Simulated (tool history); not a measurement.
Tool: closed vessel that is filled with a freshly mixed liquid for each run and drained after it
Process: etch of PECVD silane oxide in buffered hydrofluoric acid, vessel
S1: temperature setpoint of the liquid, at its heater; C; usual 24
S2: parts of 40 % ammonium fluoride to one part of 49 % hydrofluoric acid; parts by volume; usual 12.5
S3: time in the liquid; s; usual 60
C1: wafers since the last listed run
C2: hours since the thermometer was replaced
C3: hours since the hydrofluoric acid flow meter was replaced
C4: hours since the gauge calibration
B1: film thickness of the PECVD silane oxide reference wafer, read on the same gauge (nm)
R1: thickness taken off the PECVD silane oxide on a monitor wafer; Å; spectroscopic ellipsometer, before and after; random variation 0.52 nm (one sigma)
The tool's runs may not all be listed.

{"run": 1, "day": 0.0, "S1": 24, "S2": 12.5, "S3": 85, "C1": 0, "C2": 773.2, "C3": 49.5, "C4": 64, "B1": 150.28, "R1": 1973}
{"run": 2, "day": 3.504, "S1": 24, "S2": 12.5, "S3": 85, "C1": 9482, "C2": 857.3, "C3": 133.6, "C4": 148.1, "B1": 150.79, "R1": 1983.5}
{"run": 3, "day": 7.879, "S1": 24, "S2": 12.5, "S3": 85, "C1": 11839, "C2": 962.3, "C3": 238.6, "C4": 253.1, "B1": 151.42, "R1": 1997.8}
{"run": 4, "day": 11.608, "S1": 24, "S2": 12.5, "S3": 60, "C1": 10091, "C2": 1051.8, "C3": 328.1, "C4": 342.6, "B1": 151.97, "R1": 1409.4}
{"day": 17.175, "done": "hydrofluoric acid flow meter replaced"}
{"day": 20.229, "done": "thermometer replaced"}
{"run": 5, "day": 22.158, "S1": 24, "S2": 12.5, "S3": 60, "C1": 28324, "C2": 46.3, "C3": 119.6, "C4": 595.8, "B1": 153.48, "R1": 1422.3}
{"run": 6, "day": 23.821, "S1": 21, "S2": 12.5, "S3": 60, "C1": 4499, "C2": 86.2, "C3": 159.5, "C4": 635.7, "B1": 153.71, "R1": 1209.7}
{"run": 7, "day": 26.571, "S1": 24, "S2": 12.5, "S3": 60, "C1": 7442, "C2": 152.2, "C3": 225.5, "C4": 701.7, "B1": 154.1, "R1": 1429}
{"day": 27.683, "done": "gauge calibrated"}
{"run": 8, "day": 28.475, "S1": 21, "S2": 10.5, "S3": 35, "C1": 5153, "C2": 197.9, "C3": 271.2, "C4": 19, "B1": 149.35, "R1": 813.5}
{"run": 9, "day": 31.358, "S1": 24, "S2": 15, "S3": 80, "C1": 7802, "C2": 267.1, "C3": 340.4, "C4": 88.2, "B1": 149.77, "R1": 1538.7}
{"run": 10, "day": 35.275, "S1": 24, "S2": 9.5, "S3": 60, "C1": 10599, "C2": 361.1, "C3": 434.4, "C4": 182.2, "B1": 150.31, "R1": 1778.5}
{"run": 11, "day": 37.204, "S1": 19, "S2": 7.5, "S3": 35, "C1": 5220, "C2": 407.4, "C3": 480.7, "C4": 228.5, "B1": 150.59, "R1": 1001.9}
{"day": 37.254, "done": "hydrofluoric acid flow meter replaced"}
{"run": 12, "day": 40.417, "S1": 24, "S2": 12.5, "S3": 60, "C1": 8580, "C2": 484.5, "C3": 75.9, "C4": 305.6, "B1": 151.06, "R1": 1395.5}
{"run": 13, "day": 43.958, "S1": 24, "S2": 12.5, "S3": 60, "C1": 9584, "C2": 569.5, "C3": 160.9, "C4": 390.6, "B1": 151.57, "R1": 1397.3}
{"run": 14, "day": 47.008, "S1": 21, "S2": 10, "S3": 60, "C1": 8253, "C2": 642.7, "C3": 234.1, "C4": 463.8, "B1": 152, "R1": 1478.8}
{"run": 15, "day": 49.075, "S1": 21.5, "S2": 12.5, "S3": 60, "C1": 5592, "C2": 692.3, "C3": 283.7, "C4": 513.4, "B1": 152.28, "R1": 1230.3}

The tool's hidden state at each run:
liquid hotter than its thermometer reads (K): 0 in every run
hydrofluoric acid flow below the setpoint (%): 0 in every run
H1: gauge reads high (%)
run=1 H1=0.19
run=2 H1=0.526
run=3 H1=0.946
run=4 H1=1.3
run=5 H1=2.32
run=6 H1=2.48
run=7 H1=2.74
run=8 H1=-0.443
run=9 H1=-0.166
run=10 H1=0.21
run=11 H1=0.395
run=12 H1=0.704
run=13 H1=1.04
run=14 H1=1.34
run=15 H1=1.53
